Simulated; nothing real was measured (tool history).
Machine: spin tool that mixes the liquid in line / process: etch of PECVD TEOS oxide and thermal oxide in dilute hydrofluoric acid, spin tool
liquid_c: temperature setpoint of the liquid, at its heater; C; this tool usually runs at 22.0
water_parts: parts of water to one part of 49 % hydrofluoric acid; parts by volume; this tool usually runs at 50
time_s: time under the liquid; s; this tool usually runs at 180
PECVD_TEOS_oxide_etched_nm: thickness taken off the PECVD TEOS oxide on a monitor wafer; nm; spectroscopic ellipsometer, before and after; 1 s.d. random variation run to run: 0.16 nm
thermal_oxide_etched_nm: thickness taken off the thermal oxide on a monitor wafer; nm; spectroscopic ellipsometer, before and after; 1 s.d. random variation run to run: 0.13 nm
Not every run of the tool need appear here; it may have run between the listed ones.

| run | hour | liquid_c | water_parts | time_s | read-back film thickness of the PECVD TEOS oxide reference wafer, read on the same gauge (nm) | read-back film thickness of the thermal oxide reference wafer, read on the same gauge (nm) | PECVD_TEOS_oxide_etched_nm | thermal_oxide_etched_nm |
|---|---|---|---|---|---|---|---|---|
| 1 | 0.0 | 19.5 | 50 | 180 | 139.94 | 50.00 | 34.21 | 13.54 |
| 2 | 9.4 | 22.0 | 50 | 180 | 139.97 | 50.02 | 38.08 | 15.18 |
| 3 | 20.3 | 22.0 | 50 | 180 | 140.00 | 50.00 | 38.09 | 15.17 |
| 4 | 26.8 | 17.0 | 25 | 150 | 139.99 | 50.00 | 52.14 | 20.70 |
| 5 | 33.0 | 22.0 | 50 | 180 | 139.99 | 49.96 | 37.70 | 15.16 |
| 6 | 45.9 | 17.5 | 35 | 220 | 140.02 | 49.98 | 55.43 | 21.91 |
|  | 60.0 | thermometer replaced |
| 7 | 62.7 | 22.0 | 30 | 180 | 139.96 | 50.02 | 73.24 | 28.91 |
| 8 | 72.6 | 26.5 | 50 | 180 | 140.03 | 50.00 | 51.27 | 20.37 |
|  | 73.6 | gauge calibrated |
| 9 | 79.2 | 22.0 | 35 | 130 | 140.00 | 50.02 | 44.88 | 17.72 |
| 10 | 92.8 | 22.0 | 50 | 180 | 139.98 | 50.03 | 42.41 | 17.10 |
| 11 | 103.1 | 22.0 | 50 | 180 | 139.98 | 49.97 | 42.78 | 17.02 |
| 12 | 113.2 | 22.0 | 50 | 260 | 139.99 | 49.99 | 61.56 | 24.27 |
| 13 | 120.7 | 22.0 | 50 | 265 | 139.98 | 49.97 | 62.78 | 25.27 |
| 14 | 126.7 | 17.5 | 50 | 260 | 140.01 | 50.01 | 51.01 | 20.09 |
| 15 | 136.6 | 26.5 | 65 | 180 | 140.00 | 50.02 | 38.53 | 15.29 |
|  | 143.9 | hydrofluoric acid flow meter replaced |
| 16 | 149.4 | 27.0 | 50 | 130 | 139.99 | 49.95 | 37.63 | 15.11 |
| 17 | 164.9 | 22.0 | 50 | 180 | 140.00 | 50.03 | 42.50 | 16.88 |
| 18 | 175.6 | 19.5 | 65 | 180 | 139.99 | 50.00 | 28.98 | 11.42 |
| 19 | 186.7 | 22.0 | 70 | 240 | 139.97 | 50.01 | 39.47 | 15.61 |
| 20 | 202.3 | 22.0 | 50 | 180 | 140.02 | 50.00 | 42.65 | 16.91 |
| 21 | 208.7 | 22.0 | 60 | 180 | 140.00 | 50.01 | 34.92 | 14.04 |
| 22 | 247.0 | 18.5 | 50 | 180 | 139.97 | 50.00 | 36.73 | 14.44 |
| 23 | 253.3 | 25.5 | 65 | 90 | 140.02 | 49.97 | 18.49 | 7.28 |
| 24 | 271.2 | 19.5 | 50 | 145 | 140.03 | 49.99 | 30.75 | 12.38 |
| 25 | 287.5 | 24.0 | 50 | 70 | 139.97 | 49.98 | 17.94 | 7.00 |
| 26 | 296.3 | 17.5 | 70 | 85 | 139.98 | 50.00 | 11.54 | 4.65 |

Here are 4 independent what-if runs from the current tool condition. What would each one return?
| A | 296.8 | 22.0 | 50 | 180 | ? | ? | ? | ? |
| B | 296.8 | 20.5 | 50 | 100 | ? | ? | ? | ? |
| C | 296.8 | 22.0 | 70 | 250 | ? | ? | ? | ? |
| D | 296.8 | 19.5 | 75 | 180 | ? | ? | ? | ? |

| run | read-back film thickness of the PECVD TEOS oxide reference wafer, read on the same gauge (nm) | read-back film thickness of the thermal oxide reference wafer, read on the same gauge (nm) | PECVD_TEOS_oxide_etched_nm | thermal_oxide_etched_nm |
|---|---|---|---|---|
| A | 140.03 | 49.99 | 42.24 | 17.05 |
| B | 140.03 | 49.99 | 22.03 | 8.89 |
| C | 140.03 | 49.99 | 40.88 | 16.51 |
| D | 140.03 | 49.99 | 24.61 | 9.94 |
Without the tool's unlogged condition, the same runs would have read:
| run | PECVD_TEOS_oxide_etched_nm | thermal_oxide_etched_nm |
|---|---|---|
| A | 42.76 | 17.26 |
| B | 22.30 | 9.00 |
| C | 41.38 | 16.70 |
| D | 24.91 | 10.06 |
